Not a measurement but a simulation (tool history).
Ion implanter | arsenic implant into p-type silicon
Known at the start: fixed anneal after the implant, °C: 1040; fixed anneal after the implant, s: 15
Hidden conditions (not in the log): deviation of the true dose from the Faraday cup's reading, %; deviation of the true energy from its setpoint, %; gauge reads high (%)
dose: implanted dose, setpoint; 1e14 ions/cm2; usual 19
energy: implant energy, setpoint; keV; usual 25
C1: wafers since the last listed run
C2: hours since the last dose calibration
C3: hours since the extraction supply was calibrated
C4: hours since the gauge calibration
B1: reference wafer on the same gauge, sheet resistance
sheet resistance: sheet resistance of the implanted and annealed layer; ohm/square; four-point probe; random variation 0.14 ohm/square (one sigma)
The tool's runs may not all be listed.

run 1 hour=0 | dose=19 energy=25 | C1=0 C2=1311 C3=3928 C4=138.9 | B1=111.01 | sheet_resistance=96.43
run 2 hour=8.8 | dose=19 energy=25 | C1=158 C2=1319.8 C3=3936.8 C4=147.7 | B1=111.05 | sheet_resistance=96.67
run 3 hour=19.6 | dose=21.46 energy=25 | C1=194 C2=1330.6 C3=3947.6 C4=158.5 | B1=111.01 | sheet_resistance=92.84
run 4 hour=28.6 | dose=23.11 energy=25 | C1=161 C2=1339.6 C3=3956.6 C4=167.5 | B1=110.97 | sheet_resistance=90.61
run 5 hour=38.3 | dose=19 energy=20.5 | C1=174 C2=1349.3 C3=3966.3 C4=177.2 | B1=111 | sheet_resistance=101.41
run 6 hour=53.9 | dose=19 energy=20.5 | C1=280 C2=1364.9 C3=3981.9 C4=192.8 | B1=111.03 | sheet_resistance=101.46
run 7 hour=61.2 | dose=23.41 energy=25 | C1=131 C2=1372.2 C3=3989.2 C4=200.1 | B1=110.96 | sheet_resistance=90.45
run 8 hour=79.1 | dose=23.41 energy=25 | C1=322 C2=1390.1 C3=4007.1 C4=218 | B1=111 | sheet_resistance=90.77
run 9 hour=96.9 | dose=19 energy=25 | C1=320 C2=1407.9 C3=4024.9 C4=235.8 | B1=110.97 | sheet_resistance=96.62
run 10 hour=108.5 | dose=19 energy=25 | C1=208 C2=1419.5 C3=4036.5 C4=247.4 | B1=111.04 | sheet_resistance=96.76
run 11 hour=150.6 | dose=19 energy=27.5 | C1=757 C2=1461.6 C3=4078.6 C4=289.5 | B1=111.03 | sheet_resistance=94.23
run 12 hour=164 | dose=19 energy=27.5 | C1=241 C2=1475 C3=4092 C4=302.9 | B1=111.05 | sheet_resistance=94.21
run 13 hour=171.2 | dose=23.46 energy=25 | C1=129 C2=1482.2 C3=4099.2 C4=310.1 | B1=111.04 | sheet_resistance=90.33
run 14 hour=185.1 | dose=23.46 energy=25 | C1=250 C2=1496.1 C3=4113.1 C4=324 | B1=111.03 | sheet_resistance=90.84
run 15 hour=195.6 | dose=23.46 energy=25 | C1=188 C2=1506.6 C3=4123.6 C4=334.5 | B1=110.96 | sheet_resistance=90.71
run 16 hour=206.1 | dose=19 energy=25 | C1=188 C2=1517.1 C3=4134.1 C4=345 | B1=110.98 | sheet_resistance=96.96
run 17 hour=235.5 | dose=19 energy=25 | C1=529 C2=1546.5 C3=4163.5 C4=374.4 | B1=111.04 | sheet_resistance=96.78
-- hour=250.9 extraction supply calibrated
run 18 hour=251.4 | dose=19 energy=25 | C1=142 C2=1562.4 C3=0.5 C4=390.3 | B1=110.96 | sheet_resistance=96.9
run 19 hour=258.1 | dose=23.97 energy=30 | C1=120 C2=1569.1 C3=7.2 C4=397 | B1=111 | sheet_resistance=85.02
run 20 hour=273 | dose=19 energy=25 | C1=268 C2=1584 C3=22.1 C4=411.9 | B1=111.08 | sheet_resistance=96.82
run 21 hour=282 | dose=17.36 energy=16.5 | C1=161 C2=1593 C3=31.1 C4=420.9 | B1=110.99 | sheet_resistance=109.82
run 22 hour=298.5 | dose=19 energy=25 | C1=296 C2=1609.5 C3=47.6 C4=437.4 | B1=111.02 | sheet_resistance=97.09
run 23 hour=305 | dose=13.68 energy=25 | C1=116 C2=1616 C3=54.1 C4=443.9 | B1=111.08 | sheet_resistance=111.18
run 24 hour=315.1 | dose=15.25 energy=17.5 | C1=181 C2=1626.1 C3=64.2 C4=454 | B1=111.05 | sheet_resistance=113.83
run 25 hour=323.1 | dose=23.5 energy=20.5 | C1=143 C2=1634.1 C3=72.2 C4=462 | B1=111.02 | sheet_resistance=95.97
run 26 hour=331.9 | dose=19 energy=22.5 | C1=158 C2=1642.9 C3=81 C4=470.8 | B1=111 | sheet_resistance=99.45
run 27 hour=344.5 | dose=22.97 energy=27.5 | C1=226 C2=1655.5 C3=93.6 C4=483.4 | B1=111.05 | sheet_resistance=88.78
run 28 hour=360.1 | dose=13.68 energy=25 | C1=280 C2=1671.1 C3=109.2 C4=499 | B1=110.95 | sheet_resistance=111.47
run 29 hour=372.3 | dose=19 energy=25 | C1=219 C2=1683.3 C3=121.4 C4=511.2 | B1=111.03 | sheet_resistance=97.02
-- hour=374 gauge calibrated
-- hour=380.6 Faraday cup replaced and dose calibrated
run 30 hour=381.3 | dose=13.83 energy=17.5 | C1=17 C2=0.7 C3=130.4 C4=7.3 | B1=111.02 | sheet_resistance=116.66
run 31 hour=396.3 | dose=19 energy=25 | C1=269 C2=15.7 C3=145.4 C4=22.3 | B1=111.04 | sheet_resistance=95.75
run 32 hour=407.4 | dose=14.08 energy=19 | C1=199 C2=26.8 C3=156.5 C4=33.4 | B1=111 | sheet_resistance=114.35
run 33 hour=451.3 | dose=17.49 energy=19.5 | C1=789 C2=70.7 C3=200.4 C4=77.3 | B1=111.02 | sheet_resistance=104.78
run 34 hour=491.5 | dose=19 energy=25 | C1=723 C2=110.9 C3=240.6 C4=117.5 | B1=111.06 | sheet_resistance=95.53
run 35 hour=506.5 | dose=23.75 energy=18 | C1=269 C2=125.9 C3=255.6 C4=132.5 | B1=111 | sheet_resistance=98.14
run 36 hour=524.5 | dose=17.45 energy=16.5 | C1=323 C2=143.9 C3=273.6 C4=150.5 | B1=110.95 | sheet_resistance=108.66
run 37 hour=539.7 | dose=23.41 energy=25 | C1=273 C2=159.1 C3=288.8 C4=165.7 | B1=110.97 | sheet_resistance=90.24

A few steps of sheet resistance between consecutive runs. Split each: what settings, incoming material and random variation would produce without the hidden state, and what is left over for the hidden state, along with gauge scatter present in only one of the two compared results (measured, and without hidden state):
Run 27 -> 28: dose 22.97 -> 13.68, energy 27.5 -> 25. sheet resistance +22.69 ohm/square: hidden state +0.91, all else +21.78.
Run 28 -> 29: dose 13.68 -> 19. sheet resistance -14.45 ohm/square: hidden state -0.64, all else -13.81.
Run 29 -> 30: dose 19 -> 13.83, energy 25 -> 17.5, gauge calibrated, Faraday cup replaced and dose calibrated. sheet resistance +19.64 ohm/square: hidden state -1.44, all else +21.08.
Run 30 -> 31: dose 13.83 -> 19, energy 17.5 -> 25. sheet resistance -20.91 ohm/square: hidden state +0.11, all else -21.02.

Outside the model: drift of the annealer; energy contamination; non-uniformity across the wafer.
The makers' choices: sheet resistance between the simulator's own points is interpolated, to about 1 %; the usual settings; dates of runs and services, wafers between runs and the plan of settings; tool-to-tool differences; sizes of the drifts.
